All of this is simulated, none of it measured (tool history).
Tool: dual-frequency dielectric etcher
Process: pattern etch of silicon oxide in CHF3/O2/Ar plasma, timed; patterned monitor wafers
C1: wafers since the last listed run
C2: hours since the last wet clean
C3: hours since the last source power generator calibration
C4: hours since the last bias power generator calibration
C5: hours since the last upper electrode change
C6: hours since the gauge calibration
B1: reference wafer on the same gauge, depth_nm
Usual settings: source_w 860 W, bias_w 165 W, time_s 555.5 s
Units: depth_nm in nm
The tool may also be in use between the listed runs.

run 1 day=0 | source_w=860 bias_w=165 time_s=605.5 | C1=0 C2=348.2 C3=5269.1 C4=4911.3 C5=2772.6 C6=179 | B1=1150.5 | depth_nm=1239
run 2 day=1.354 | source_w=1000 bias_w=165 time_s=475.5 | C1=131 C2=380.7 C3=5301.6 C4=4943.8 C5=2805.1 C6=211.5 | B1=1150.8 | depth_nm=1024
run 3 day=1.683 | source_w=1000 bias_w=165 time_s=475.5 | C1=31 C2=388.6 C3=5309.5 C4=4951.7 C5=2813 C6=219.4 | B1=1149.3 | depth_nm=1015.8
run 4 day=2.171 | source_w=930 bias_w=165 time_s=555.5 | C1=47 C2=400.3 C3=5321.2 C4=4963.4 C5=2824.7 C6=231.1 | B1=1151.4 | depth_nm=1158.2
run 5 day=2.583 | source_w=930 bias_w=165 time_s=555.5 | C1=40 C2=410.2 C3=5331.1 C4=4973.3 C5=2834.6 C6=241 | B1=1150.2 | depth_nm=1151.6
-- day=4.05 wet clean of the chamber
run 6 day=4.071 | source_w=860 bias_w=165 time_s=555.5 | C1=47 C2=0.5 C3=5366.8 C4=5009 C5=2870.3 C6=276.7 | B1=1150.9 | depth_nm=1090.6
run 7 day=4.092 | source_w=860 bias_w=165 time_s=555.5 | C1=2 C2=1 C3=5367.3 C4=5009.5 C5=2870.8 C6=277.2 | B1=1151.5 | depth_nm=1083.7
run 8 day=4.108 | source_w=860 bias_w=165 time_s=555.5 | C1=1 C2=1.4 C3=5367.7 C4=5009.9 C5=2871.2 C6=277.6 | B1=1148.4 | depth_nm=1094.9
run 9 day=4.588 | source_w=860 bias_w=165 time_s=555.5 | C1=46 C2=12.9 C3=5379.2 C4=5021.4 C5=2882.7 C6=289.1 | B1=1151 | depth_nm=1083.3
run 10 day=4.942 | source_w=860 bias_w=165 time_s=555.5 | C1=34 C2=21.4 C3=5387.7 C4=5029.9 C5=2891.2 C6=297.6 | B1=1150 | depth_nm=1081.9
run 11 day=5.246 | source_w=860 bias_w=165 time_s=555.5 | C1=29 C2=28.7 C3=5395 C4=5037.2 C5=2898.5 C6=304.9 | B1=1149.2 | depth_nm=1080.9
-- day=5.446 source power generator calibrated
run 12 day=5.996 | source_w=860 bias_w=156 time_s=611.5 | C1=56 C2=46.7 C3=13.2 C4=5055.2 C5=2916.5 C6=322.9 | B1=1150.6 | depth_nm=1163.5
run 13 day=6.488 | source_w=750 bias_w=187 time_s=675 | C1=47 C2=58.5 C3=25 C4=5067 C5=2928.3 C6=334.7 | B1=1149 | depth_nm=1318.6
run 14 day=6.975 | source_w=780 bias_w=125 time_s=610.5 | C1=47 C2=70.2 C3=36.7 C4=5078.7 C5=2940 C6=346.4 | B1=1150 | depth_nm=1045.5
-- day=8.221 wet clean of the chamber, repeated, since the last time left the tool worse
-- day=8.225 upper electrode replaced
run 15 day=8.242 | source_w=670 bias_w=145 time_s=718.5 | C1=25 C2=0.5 C3=67.1 C4=5109.1 C5=0.4 C6=376.8 | B1=1149.6 | depth_nm=1305.2
run 16 day=8.262 | source_w=690 bias_w=165 time_s=555.5 | C1=2 C2=1 C3=67.6 C4=5109.6 C5=0.9 C6=377.3 | B1=1149 | depth_nm=1078.5
run 17 day=8.75 | source_w=660 bias_w=137 time_s=555.5 | C1=47 C2=12.7 C3=79.3 C4=5121.3 C5=12.6 C6=389 | B1=1150.2 | depth_nm=998.6
run 18 day=9.033 | source_w=860 bias_w=165 time_s=555.5 | C1=27 C2=19.5 C3=86.1 C4=5128.1 C5=19.4 C6=395.8 | B1=1150.4 | depth_nm=1147.8
-- day=9.204 gauge calibrated
run 19 day=9.729 | source_w=860 bias_w=165 time_s=555.5 | C1=67 C2=36.2 C3=102.8 C4=5144.8 C5=36.1 C6=12.6 | B1=1151.4 | depth_nm=1155.4
run 20 day=10.008 | source_w=640 bias_w=182 time_s=512.5 | C1=27 C2=42.9 C3=109.5 C4=5151.5 C5=42.8 C6=19.3 | B1=1149.7 | depth_nm=999.7
run 21 day=10.317 | source_w=860 bias_w=147 time_s=456.5 | C1=29 C2=50.3 C3=116.9 C4=5158.9 C5=50.2 C6=26.7 | B1=1149.2 | depth_nm=904.9
run 22 day=10.812 | source_w=860 bias_w=136 time_s=705 | C1=48 C2=62.2 C3=128.8 C4=5170.8 C5=62.1 C6=38.6 | B1=1150.3 | depth_nm=1358.8
-- day=11.075 bias power generator calibrated
run 23 day=11.279 | source_w=860 bias_w=165 time_s=555.5 | C1=29 C2=73.4 C3=140 C4=4.9 C5=73.3 C6=49.8 | B1=1148.9 | depth_nm=1156.3
run 24 day=11.571 | source_w=860 bias_w=178 time_s=392.5 | C1=28 C2=80.4 C3=147 C4=11.9 C5=80.3 C6=56.8 | B1=1150 | depth_nm=838.1
run 25 day=13.162 | source_w=860 bias_w=165 time_s=555.5 | C1=154 C2=118.6 C3=185.2 C4=50.1 C5=118.5 C6=95 | B1=1151 | depth_nm=1149.3
run 26 day=13.9 | source_w=860 bias_w=165 time_s=555.5 | C1=71 C2=136.3 C3=202.9 C4=67.8 C5=136.2 C6=112.7 | B1=1150.4 | depth_nm=1151.6
run 27 day=14.262 | source_w=1040 bias_w=176 time_s=400.5 | C1=35 C2=145 C3=211.6 C4=76.5 C5=144.9 C6=121.4 | B1=1150.8 | depth_nm=908.6
run 28 day=14.804 | source_w=1040 bias_w=176 time_s=400.5 | C1=52 C2=158 C3=224.6 C4=89.5 C5=157.9 C6=134.4 | B1=1150.8 | depth_nm=899.7
run 29 day=15.288 | source_w=860 bias_w=165 time_s=555.5 | C1=46 C2=169.6 C3=236.2 C4=101.1 C5=169.5 C6=146 | B1=1150.6 | depth_nm=1139.1

5 ways to go on from here, each from the tool as it stands after run 29. What would each give?
run A day=15.312 | source_w=860 bias_w=165 time_s=555.5 | C1=2 C2=170.2 C3=236.8 C4=101.7 C5=170.1 C6=146.6 | B1=? | depth_nm=?
run B day=15.312 | source_w=750 bias_w=190 time_s=555.5 | C1=2 C2=170.2 C3=236.8 C4=101.7 C5=170.1 C6=146.6 | B1=? | depth_nm=?
run C day=15.312 | source_w=1030 bias_w=146 time_s=504 | C1=2 C2=170.2 C3=236.8 C4=101.7 C5=170.1 C6=146.6 | B1=? | depth_nm=?
run D day=15.312 | source_w=730 bias_w=165 time_s=473 | C1=2 C2=170.2 C3=236.8 C4=101.7 C5=170.1 C6=146.6 | B1=? | depth_nm=?
run E day=15.312 | source_w=860 bias_w=135 time_s=555.5 | C1=2 C2=170.2 C3=236.8 C4=101.7 C5=170.1 C6=146.6 | B1=? | depth_nm=?

run=A B1=1150.5 depth_nm=1157.8
run=B B1=1150.5 depth_nm=1168.4
run=C B1=1150.5 depth_nm=1066.9
run=D B1=1150.5 depth_nm=933.9
run=E B1=1150.5 depth_nm=1073.5
Without the tool's hidden state the same runs would have given:
run=A depth_nm=1177.1
run=B depth_nm=1187.8
run=C depth_nm=1084.7
run=D depth_nm=949.5
run=E depth_nm=1091.4
